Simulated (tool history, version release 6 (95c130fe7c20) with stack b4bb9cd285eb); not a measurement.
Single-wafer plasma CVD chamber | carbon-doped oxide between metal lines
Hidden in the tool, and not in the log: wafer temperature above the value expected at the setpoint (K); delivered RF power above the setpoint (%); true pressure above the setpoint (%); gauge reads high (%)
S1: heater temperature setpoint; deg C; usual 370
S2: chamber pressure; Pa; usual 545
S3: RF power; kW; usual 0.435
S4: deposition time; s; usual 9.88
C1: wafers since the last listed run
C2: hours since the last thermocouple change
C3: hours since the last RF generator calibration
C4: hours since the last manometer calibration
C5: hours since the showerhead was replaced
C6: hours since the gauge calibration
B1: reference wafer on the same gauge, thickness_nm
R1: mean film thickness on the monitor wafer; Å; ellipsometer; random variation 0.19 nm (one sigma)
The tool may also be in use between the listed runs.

run 1 day=0.000 | S1=364 S2=545 S3=0.435 S4=9.88 | C1=0 C2=1868.7 C3=167.1 C4=1218.1 C5=4013.4 C6=478.4 | B1=39.486 | R1=404.88
run 2 day=1.183 | S1=370 S2=545 S3=0.435 S4=9.88 | C1=755 C2=1897.1 C3=195.5 C4=1246.5 C5=4041.8 C6=506.8 | B1=39.470 | R1=401.39
run 3 day=2.188 | S1=370 S2=545 S3=0.435 S4=9.88 | C1=641 C2=1921.2 C3=219.6 C4=1270.6 C5=4065.9 C6=530.9 | B1=39.548 | R1=400.72
-- day=3.938 thermocouple changed; heater temperature recalibrated
run 4 day=3.958 | S1=370 S2=545 S3=0.435 S4=9.88 | C1=917 C2=0.5 C3=262.1 C4=1313.1 C5=4108.4 C6=573.4 | B1=39.500 | R1=399.88
run 5 day=4.700 | S1=370 S2=545 S3=0.435 S4=9.88 | C1=473 C2=18.3 C3=279.9 C4=1330.9 C5=4126.2 C6=591.2 | B1=39.484 | R1=398.32
run 6 day=6.188 | S1=370 S2=545 S3=0.435 S4=9.88 | C1=949 C2=54.0 C3=315.6 C4=1366.6 C5=4161.9 C6=626.9 | B1=39.524 | R1=397.48
run 7 day=7.312 | S1=370 S2=545 S3=0.435 S4=9.88 | C1=718 C2=81.0 C3=342.6 C4=1393.6 C5=4188.9 C6=653.9 | B1=39.521 | R1=395.40
run 8 day=7.942 | S1=370 S2=504 S3=0.435 S4=9.88 | C1=401 C2=96.1 C3=357.7 C4=1408.7 C5=4204.0 C6=669.0 | B1=39.501 | R1=392.93
run 9 day=9.208 | S1=358 S2=545 S3=0.470 S4=7.99 | C1=808 C2=126.5 C3=388.1 C4=1439.1 C5=4234.4 C6=699.4 | B1=39.512 | R1=350.69
-- day=10.462 showerhead replaced, of another model than before
run 10 day=10.483 | S1=370 S2=489 S3=0.510 S4=8.15 | C1=601 C2=157.1 C3=418.7 C4=1469.7 C5=0.5 C6=730.0 | B1=39.468 | R1=354.95
run 11 day=11.417 | S1=370 S2=545 S3=0.435 S4=9.88 | C1=595 C2=179.5 C3=441.1 C4=1492.1 C5=22.9 C6=752.4 | B1=39.450 | R1=398.47
-- day=11.804 capacitance manometer re-zeroed and calibrated
run 12 day=12.700 | S1=370 S2=545 S3=0.435 S4=9.88 | C1=606 C2=210.3 C3=471.9 C4=21.5 C5=53.7 C6=783.2 | B1=39.491 | R1=399.83
run 13 day=13.333 | S1=370 S2=504 S3=0.365 S4=9.88 | C1=404 C2=225.5 C3=487.1 C4=36.7 C5=68.9 C6=798.4 | B1=39.522 | R1=363.88
-- day=13.950 gauge calibrated
run 14 day=14.796 | S1=370 S2=545 S3=0.435 S4=9.88 | C1=933 C2=260.6 C3=522.2 C4=71.8 C5=104.0 C6=20.3 | B1=39.487 | R1=400.42
run 15 day=16.179 | S1=370 S2=464 S3=0.435 S4=11.03 | C1=883 C2=293.8 C3=555.4 C4=105.0 C5=137.2 C6=53.5 | B1=39.497 | R1=438.75
run 16 day=17.242 | S1=363 S2=545 S3=0.495 S4=10.92 | C1=678 C2=319.3 C3=580.9 C4=130.5 C5=162.7 C6=79.0 | B1=39.519 | R1=481.76
run 17 day=17.942 | S1=370 S2=421 S3=0.485 S4=8.96 | C1=446 C2=336.1 C3=597.7 C4=147.3 C5=179.5 C6=95.8 | B1=39.499 | R1=374.16
run 18 day=19.038 | S1=370 S2=545 S3=0.435 S4=9.88 | C1=699 C2=362.4 C3=624.0 C4=173.6 C5=205.8 C6=122.1 | B1=39.498 | R1=401.66
run 19 day=20.150 | S1=370 S2=644 S3=0.435 S4=9.88 | C1=710 C2=389.1 C3=650.7 C4=200.3 C5=232.5 C6=148.8 | B1=39.464 | R1=406.62
run 20 day=21.158 | S1=370 S2=545 S3=0.435 S4=9.88 | C1=643 C2=413.3 C3=674.9 C4=224.5 C5=256.7 C6=173.0 | B1=39.495 | R1=400.67
run 21 day=22.579 | S1=370 S2=545 S3=0.435 S4=9.88 | C1=906 C2=447.4 C3=709.0 C4=258.6 C5=290.8 C6=207.1 | B1=39.474 | R1=397.15
run 22 day=23.225 | S1=370 S2=545 S3=0.435 S4=9.88 | C1=412 C2=462.9 C3=724.5 C4=274.1 C5=306.3 C6=222.6 | B1=39.517 | R1=399.38
run 23 day=24.008 | S1=363 S2=468 S3=0.410 S4=10.76 | C1=500 C2=481.7 C3=743.3 C4=292.9 C5=325.1 C6=241.4 | B1=39.450 | R1=417.57
run 24 day=25.033 | S1=378 S2=545 S3=0.495 S4=10.64 | C1=654 C2=506.3 C3=767.9 C4=317.5 C5=349.7 C6=266.0 | B1=39.508 | R1=454.96

The next listed run, before its measurement:
run 25 day=26.054 | S1=379 S2=473 S3=0.515 S4=8.95 | C1=651 C2=530.8 C3=792.4 C4=342.0 C5=374.2 C6=290.5 | B1=? | R1=?

{"run 25": {"B1": 39.52, "R1": 382.84}}
Without the tool's hidden state the same run would have given R1 394.05 Å.
